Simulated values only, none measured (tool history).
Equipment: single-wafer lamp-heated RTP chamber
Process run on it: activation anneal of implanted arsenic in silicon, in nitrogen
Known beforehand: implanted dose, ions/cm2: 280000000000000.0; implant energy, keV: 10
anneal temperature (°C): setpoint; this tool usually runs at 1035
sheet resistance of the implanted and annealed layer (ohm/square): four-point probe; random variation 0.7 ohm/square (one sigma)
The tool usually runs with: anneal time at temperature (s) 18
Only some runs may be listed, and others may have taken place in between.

run,day,anneal temperature (°C),anneal time at temperature (s),"read-back reference wafer on the same gauge, sheet resistance",sheet resistance of the implanted and annealed layer (ohm/square)
1,0.000,1021,18,399.04,341.63
2,1.908,1017,18,399.07,344.09
3,10.725,1017,18,398.92,342.85
# day 13.267: pyrometer window cleaned and pyrometer calibrated
4,17.550,1017,18,399.00,340.34
5,19.500,1035,18,399.00,336.43
# day 22.983: reflector plate cleaned
6,28.350,1035,18,398.91,338.12
7,37.217,1035,18,399.11,337.33
8,40.092,1035,18,398.96,337.73
# day 43.675: pyrometer window cleaned and pyrometer calibrated
9,44.004,1020,18,398.91,340.75
# day 46.071: reflector plate cleaned
10,46.588,1035,22,398.95,336.84
11,48.679,1035,22,399.06,336.13
12,51.400,1035,25,399.07,334.04
13,54.221,1035,18,399.14,340.26
14,57.488,1035,18,398.86,338.69
15,59.308,1035,18,399.06,337.44
16,62.712,1055,18,398.98,332.11
17,66.929,1023,10,399.06,346.50
18,68.612,1016,10,399.05,348.27
19,71.575,1043,10,398.97,340.45
# day 72.412: pyrometer window cleaned and pyrometer calibrated
# day 72.779: reflector plate cleaned
20,74.104,1035,18,398.96,338.53
21,76.867,1024,22,398.91,339.51
22,79.400,1016,11,398.98,348.07
# day 79.821: gauge calibrated
23,83.179,1035,25,398.95,334.23
24,87.504,1044,12,399.06,340.12
25,90.554,1059,27,399.17,323.31
26,94.829,1006,28,399.15,339.06
# day 97.504: pyrometer window cleaned and pyrometer calibrated
27,97.783,1035,18,398.92,337.07
28,100.017,1035,11,398.90,343.48
# day 102.521: reflector plate cleaned
29,103.204,1035,18,399.14,337.81
30,105.788,1035,18,398.91,339.42
31,116.667,1026,28,399.15,334.76
32,119.762,1046,13,399.05,338.64
33,122.083,1056,18,399.04,331.29
# day 123.250: pyrometer window cleaned and pyrometer calibrated
34,124.804,1013,21,399.03,340.91
35,127.108,1012,23,399.01,339.80

What was the tool's hidden state at every run in the log?
true wafer temperature minus pyrometer reading, K: 0 across all the runs
gauge reads high (%): 0 across all the runs
H1: wafer temperature error from the tarnished reflector plate, K
run,H1
1,1.02
2,1.33
3,3.81
4,6.93
5,8.02
6,0.842
7,2.8
8,3.81
9,5.49
10,0.291
11,0.365
12,0.608
13,1.04
14,1.75
15,2.26
16,3.4
17,5.18
18,6
19,7.61
20,0.295
21,0.463
22,0.768
23,1.49
24,2.71
25,3.83
26,5.74
27,7.31
28,8.62
29,0.72
30,0.835
31,2.97
32,4.06
33,5.02
34,6.3
35,7.52

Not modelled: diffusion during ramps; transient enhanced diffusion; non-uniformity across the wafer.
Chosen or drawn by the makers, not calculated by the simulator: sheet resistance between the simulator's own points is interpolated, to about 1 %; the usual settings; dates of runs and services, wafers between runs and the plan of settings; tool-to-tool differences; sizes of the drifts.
